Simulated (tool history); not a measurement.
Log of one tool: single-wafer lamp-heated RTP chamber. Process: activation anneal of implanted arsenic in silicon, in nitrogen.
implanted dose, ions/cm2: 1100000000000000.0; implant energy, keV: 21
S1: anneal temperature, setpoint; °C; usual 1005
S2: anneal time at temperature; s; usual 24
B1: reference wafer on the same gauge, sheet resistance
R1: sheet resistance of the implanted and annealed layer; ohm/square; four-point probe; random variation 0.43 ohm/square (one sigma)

Run 1, hour 0.0: usual settings; B1 101.94. Result: R1 120.39 ohm/square.
Run 2, hour 33.3: usual settings but S1 986 °C, S2 20 s; B1 101.99. Result: R1 127.29 ohm/square.
Run 3, hour 47.8: usual settings but S1 986 °C, S2 20 s; B1 102.09. Result: R1 126.59 ohm/square.
Run 4, hour 69.6: usual settings but S1 986 °C, S2 20 s; B1 102.06. Result: R1 125.32 ohm/square.
At hour 82.0: reflector plate cleaned.
Run 5, hour 82.6: usual settings; B1 101.83. Result: R1 120.88 ohm/square.
Run 6, hour 114.2: usual settings; B1 102.07. Result: R1 120.99 ohm/square.
Run 7, hour 140.0: usual settings; B1 102.08. Result: R1 119.56 ohm/square.
Run 8, hour 153.1: usual settings; B1 102.07. Result: R1 119.42 ohm/square.
At hour 168.3: pyrometer window cleaned and pyrometer calibrated.
Run 9, hour 187.7: usual settings; B1 101.83. Result: R1 122.67 ohm/square.
Run 10, hour 216.3: usual settings; B1 101.79. Result: R1 121.74 ohm/square.
Run 11, hour 249.6: usual settings; B1 101.84. Result: R1 120.69 ohm/square.
Run 12, hour 272.0: usual settings; B1 101.95. Result: R1 120.20 ohm/square.
Run 13, hour 291.4: usual settings; B1 101.95. Result: R1 119.31 ohm/square.
Run 14, hour 307.0: usual settings; B1 101.90. Result: R1 119.01 ohm/square.
At hour 313.5: gauge calibrated.
At hour 340.5: reflector plate cleaned.
Run 15, hour 341.0: usual settings; B1 102.02. Result: R1 120.67 ohm/square.
Run 16, hour 357.8: usual settings; B1 102.07. Result: R1 120.67 ohm/square.
Run 17, hour 379.8: usual settings; B1 102.01. Result: R1 119.41 ohm/square.
Run 18, hour 411.4: usual settings; B1 101.98. Result: R1 118.97 ohm/square.
At hour 431.9: pyrometer window cleaned and pyrometer calibrated.
Run 19, hour 436.5: usual settings but S2 18 s; B1 101.93. Result: R1 126.34 ohm/square.
Run 20, hour 469.7: usual settings but S1 988 °C, S2 20 s; B1 102.03. Result: R1 129.25 ohm/square.
Run 21, hour 549.2: usual settings but S1 981 °C; B1 101.80. Result: R1 127.98 ohm/square.
At hour 585.6: reflector plate cleaned.
Run 22, hour 637.3: usual settings but S1 977 °C; B1 102.23. Result: R1 129.45 ohm/square.
Run 23, hour 655.1: usual settings but S1 991 °C, S2 16 s; B1 101.95. Result: R1 128.13 ohm/square.
Run 24, hour 670.8: usual settings; B1 102.00. Result: R1 119.69 ohm/square.
At hour 679.4: pyrometer window cleaned and pyrometer calibrated.
Run 25, hour 720.8: usual settings but S1 1016 °C, S2 20 s; B1 101.90. Result: R1 120.18 ohm/square.
Run 26, hour 749.3: usual settings but S1 1028 °C, S2 35 s; B1 102.21. Result: R1 111.73 ohm/square.
Run 27, hour 767.5: usual settings; B1 101.90. Result: R1 120.32 ohm/square.
Run 28, hour 787.9: usual settings but S1 988 °C, S2 28 s; B1 102.04. Result: R1 123.04 ohm/square.
Run 29, hour 812.6: usual settings but S2 32 s; B1 101.94. Result: R1 116.39 ohm/square.
Run 30, hour 841.5: usual settings but S1 1025 °C, S2 11 s; B1 102.05. Result: R1 122.39 ohm/square.
Run 31, hour 864.5: usual settings; B1 101.95. Result: R1 117.65 ohm/square.
Run 32, hour 880.0: usual settings but S1 981 °C, S2 31 s; B1 101.84. Result: R1 121.26 ohm/square.
At hour 892.4: reflector plate cleaned.
Run 33, hour 913.0: usual settings but S1 1015 °C; B1 101.96. Result: R1 117.27 ohm/square.
At hour 921.3: pyrometer window cleaned and pyrometer calibrated.
Run 34, hour 946.6: usual settings; B1 102.07. Result: R1 123.05 ohm/square.
Run 35, hour 959.0: usual settings but S1 985 °C, S2 31 s; B1 101.89. Result: R1 125.38 ohm/square.

5 ways to go on from here, each from the tool as it stands after run 35. What would each give?
Run A, hour 959.4: usual settings; B1 ?. Result: R1 ?.
Run B, hour 959.4: usual settings but S1 980 °C, S2 11 s; B1 ?. Result: R1 ?.
Run C, hour 959.4: usual settings but S1 979 °C; B1 ?. Result: R1 ?.
Run D, hour 959.4: usual settings but S1 1028 °C; B1 ?. Result: R1 ?.
Run E, hour 959.4: usual settings but S1 1014 °C, S2 33 s; B1 ?. Result: R1 ?.

run      B1      R1
  A  102.08  122.01
  B  102.08  139.23
  C  102.08  130.89
  D  102.08  115.81
  E  102.08  115.94
Without the tool's hidden state the same runs would have given:
run      R1
  A  123.64
  B  141.22
  C  132.88
  D  117.09
  E  117.39

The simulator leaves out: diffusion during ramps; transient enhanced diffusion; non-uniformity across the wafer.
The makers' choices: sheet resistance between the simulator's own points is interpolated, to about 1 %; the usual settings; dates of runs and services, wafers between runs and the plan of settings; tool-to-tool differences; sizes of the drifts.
